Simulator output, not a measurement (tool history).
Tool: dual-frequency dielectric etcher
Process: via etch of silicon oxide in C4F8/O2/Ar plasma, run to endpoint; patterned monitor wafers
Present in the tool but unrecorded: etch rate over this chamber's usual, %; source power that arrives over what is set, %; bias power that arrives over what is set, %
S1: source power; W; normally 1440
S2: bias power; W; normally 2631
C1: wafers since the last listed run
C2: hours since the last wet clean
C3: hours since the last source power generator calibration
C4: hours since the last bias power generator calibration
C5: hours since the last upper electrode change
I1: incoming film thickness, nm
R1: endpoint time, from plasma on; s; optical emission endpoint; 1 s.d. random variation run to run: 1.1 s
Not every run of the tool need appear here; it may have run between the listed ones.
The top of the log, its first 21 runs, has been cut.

run	hour	S1	S2	C1	C2	C3	C4	C5	I1	R1
# hour 1356.0: upper electrode replaced
22	1356.5	1660	2195	107	236.3	607.7	462.0	0.5	1744.7	359.3
23	1400.4	1440	2097	151	280.2	651.6	505.9	44.4	1745.8	382.8
24	1468.4	1290	2021	235	348.2	719.6	573.9	112.4	1755.2	400.8
25	1539.2	1780	3278	244	419.0	790.4	644.7	183.2	1767.4	327.1
26	1591.1	1290	2000	179	470.9	842.3	696.6	235.1	1753.7	397.1
27	1639.9	1440	2080	168	519.7	891.1	745.4	283.9	1746.5	375.3
# hour 1685.9: wet clean of the chamber
28	1686.4	1220	2631	77	0.5	937.6	791.9	330.4	1735.0	393.9
29	1791.0	1210	2912	361	105.1	1042.2	896.5	435.0	1754.2	390.1
30	1849.4	1090	2913	202	163.5	1100.6	954.9	493.4	1759.4	403.8
31	1932.4	1440	2631	287	246.5	1183.6	1037.9	576.4	1758.5	368.1
32	1978.1	1270	3072	158	292.2	1229.3	1083.6	622.1	1742.9	368.7
33	2023.0	1440	2631	155	337.1	1274.2	1128.5	667.0	1752.5	364.1
34	2084.9	1320	2069	214	399.0	1336.1	1190.4	728.9	1749.0	389.9

Branching from run 34: 5 alternative next runs. What would each branch give?
A	2085.4	1300	2631	1	399.5	1336.6	1190.9	729.4	1747.5	?
B	2085.4	1670	3027	1	399.5	1336.6	1190.9	729.4	1747.5	?
C	2085.4	1660	2015	1	399.5	1336.6	1190.9	729.4	1747.5	?
D	2085.4	1130	2037	1	399.5	1336.6	1190.9	729.4	1747.5	?
E	2085.4	1540	2252	1	399.5	1336.6	1190.9	729.4	1747.5	?

run	R1
A	378.5
B	335.5
C	360.3
D	416.4
E	364.4
Without the tool's unlogged condition, the same runs would have read:
run	R1
A	390.1
B	345.8
C	371.3
D	429.2
E	375.6
